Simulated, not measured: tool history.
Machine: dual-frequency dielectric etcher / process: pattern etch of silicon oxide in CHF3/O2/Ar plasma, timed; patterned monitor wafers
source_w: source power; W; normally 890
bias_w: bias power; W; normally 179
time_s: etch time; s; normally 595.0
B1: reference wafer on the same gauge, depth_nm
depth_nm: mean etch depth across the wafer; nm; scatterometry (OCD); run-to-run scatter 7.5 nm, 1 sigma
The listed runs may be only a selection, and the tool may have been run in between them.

{"run": 1, "hour": 0.0, "source_w": 890, "bias_w": 179, "time_s": 595.0, "B1": 1409.8, "depth_nm": 1249.6}
{"run": 2, "hour": 46.0, "source_w": 890, "bias_w": 179, "time_s": 595.0, "B1": 1410.2, "depth_nm": 1247.3}
{"run": 3, "hour": 98.5, "source_w": 890, "bias_w": 179, "time_s": 595.0, "B1": 1411.3, "depth_nm": 1229.9}
{"run": 4, "hour": 158.9, "source_w": 890, "bias_w": 179, "time_s": 595.0, "B1": 1408.8, "depth_nm": 1239.1}
{"run": 5, "hour": 183.2, "source_w": 890, "bias_w": 179, "time_s": 595.0, "B1": 1409.4, "depth_nm": 1241.8}
{"hour": 231.8, "done": "gauge calibrated"}
{"run": 6, "hour": 234.1, "source_w": 890, "bias_w": 179, "time_s": 595.0, "B1": 1410.0, "depth_nm": 1226.5}
{"run": 7, "hour": 297.3, "source_w": 890, "bias_w": 179, "time_s": 595.0, "B1": 1409.1, "depth_nm": 1221.3}
{"hour": 312.7, "done": "source power generator calibrated"}
{"hour": 360.9, "done": "wet clean of the chamber"}
{"run": 8, "hour": 361.4, "source_w": 970, "bias_w": 216, "time_s": 667.0, "B1": 1409.5, "depth_nm": 1568.9}
{"run": 9, "hour": 409.6, "source_w": 760, "bias_w": 212, "time_s": 453.5, "B1": 1410.3, "depth_nm": 986.6}
{"hour": 452.3, "done": "upper electrode replaced, of another model than before"}
{"run": 10, "hour": 461.6, "source_w": 890, "bias_w": 179, "time_s": 595.0, "B1": 1410.1, "depth_nm": 1259.6}
{"hour": 469.9, "done": "bias power generator calibrated"}
{"run": 11, "hour": 529.5, "source_w": 890, "bias_w": 179, "time_s": 595.0, "B1": 1409.3, "depth_nm": 1230.6}
{"run": 12, "hour": 562.5, "source_w": 890, "bias_w": 159, "time_s": 426.5, "B1": 1410.6, "depth_nm": 806.4}
{"run": 13, "hour": 593.2, "source_w": 710, "bias_w": 179, "time_s": 662.0, "B1": 1410.9, "depth_nm": 1311.3}
{"run": 14, "hour": 655.2, "source_w": 800, "bias_w": 224, "time_s": 734.0, "B1": 1409.0, "depth_nm": 1725.2}
{"run": 15, "hour": 701.4, "source_w": 890, "bias_w": 179, "time_s": 433.5, "B1": 1412.3, "depth_nm": 890.2}

Measured minus without-hidden-state, run by run (identical run-to-run variation in each term; gauge scatter may differ):
Unlogged tool condition in this case: etch rate over this chamber's usual, %; source power that arrives over what is set, %; bias power that arrives over what is set, %; gauge reads high (%).
run=1 depth_nm=-13.2
run=2 depth_nm=-18.7
run=3 depth_nm=-24.7
run=4 depth_nm=-32.3
run=5 depth_nm=-35.5
run=6 depth_nm=-41.3
run=7 depth_nm=-48.9
run=8 depth_nm=-6.9
run=9 depth_nm=-8.9
run=10 depth_nm=-17.7
run=11 depth_nm=-25.4
run=12 depth_nm=-19.3
run=13 depth_nm=-35.4
run=14 depth_nm=-57.2
run=15 depth_nm=-33.7
